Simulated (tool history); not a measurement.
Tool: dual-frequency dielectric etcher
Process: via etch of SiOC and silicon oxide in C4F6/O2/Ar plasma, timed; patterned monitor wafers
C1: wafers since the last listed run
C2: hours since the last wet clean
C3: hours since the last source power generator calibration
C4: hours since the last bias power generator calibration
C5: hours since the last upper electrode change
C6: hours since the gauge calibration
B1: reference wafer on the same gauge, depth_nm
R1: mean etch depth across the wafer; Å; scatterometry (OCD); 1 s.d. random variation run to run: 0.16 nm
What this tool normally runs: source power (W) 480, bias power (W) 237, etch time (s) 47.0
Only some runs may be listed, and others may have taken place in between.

Run 1, day 0.000: usual settings but bias power (W) 267; C1 0; C2 487.7; C3 1036.7; C4 3132.8; C5 1245.0; C6 86.4; B1 67.4. Result: R1 637 Å.
At day 3.600: wet clean of the chamber.
Run 2, day 3.621: usual settings but bias power (W) 219; C1 568; C2 0.5; C3 1123.6; C4 3219.7; C5 1331.9; C6 173.3; B1 67.5. Result: R1 608 Å.
Run 3, day 7.612: usual settings but bias power (W) 219; C1 865; C2 96.3; C3 1219.4; C4 3315.5; C5 1427.7; C6 269.1; B1 67.5. Result: R1 607 Å.
Run 4, day 10.712: usual settings but bias power (W) 219; C1 671; C2 170.7; C3 1293.8; C4 3389.9; C5 1502.1; C6 343.5; B1 67.5. Result: R1 606 Å.
Run 5, day 14.771: usual settings; C1 879; C2 268.1; C3 1391.2; C4 3487.3; C5 1599.5; C6 440.9; B1 67.5. Result: R1 617 Å.
Run 6, day 16.638: usual settings but bias power (W) 275; C1 404; C2 312.9; C3 1436.0; C4 3532.1; C5 1644.3; C6 485.7; B1 67.5. Result: R1 641 Å.
Run 7, day 20.029: usual settings but bias power (W) 275; C1 735; C2 394.3; C3 1517.4; C4 3613.5; C5 1725.7; C6 567.1; B1 67.5. Result: R1 639 Å.
Run 8, day 22.862: usual settings but bias power (W) 275; C1 614; C2 462.3; C3 1585.4; C4 3681.5; C5 1793.7; C6 635.1; B1 67.5. Result: R1 639 Å.
At day 24.196: wet clean of the chamber.
Run 9, day 26.117: usual settings but bias power (W) 270, etch time (s) 36.5; C1 488; C2 46.1; C3 1663.5; C4 3759.6; C5 1871.8; C6 713.2; B1 67.5. Result: R1 498 Å.
At day 29.700: gauge calibrated.
Run 10, day 29.875: usual settings but source power (W) 400, bias power (W) 189; C1 814; C2 136.3; C3 1753.7; C4 3849.8; C5 1962.0; C6 4.2; B1 67.5. Result: R1 522 Å.
Run 11, day 32.275: usual settings but bias power (W) 284, etch time (s) 39.5; C1 520; C2 193.9; C3 1811.3; C4 3907.4; C5 2019.6; C6 61.8; B1 67.5. Result: R1 541 Å.

What does the tool deliver on the next run?
Run 12, day 33.950: usual settings but bias power (W) 275; C1 363; C2 234.1; C3 1851.5; C4 3947.6; C5 2059.8; C6 102.0; B1 ?. Result: R1 ?.

B1: 67.5
R1: 640 Å
If the tool had no hidden condition, the same run with the same run-to-run variation would have returned R1 663 Å.

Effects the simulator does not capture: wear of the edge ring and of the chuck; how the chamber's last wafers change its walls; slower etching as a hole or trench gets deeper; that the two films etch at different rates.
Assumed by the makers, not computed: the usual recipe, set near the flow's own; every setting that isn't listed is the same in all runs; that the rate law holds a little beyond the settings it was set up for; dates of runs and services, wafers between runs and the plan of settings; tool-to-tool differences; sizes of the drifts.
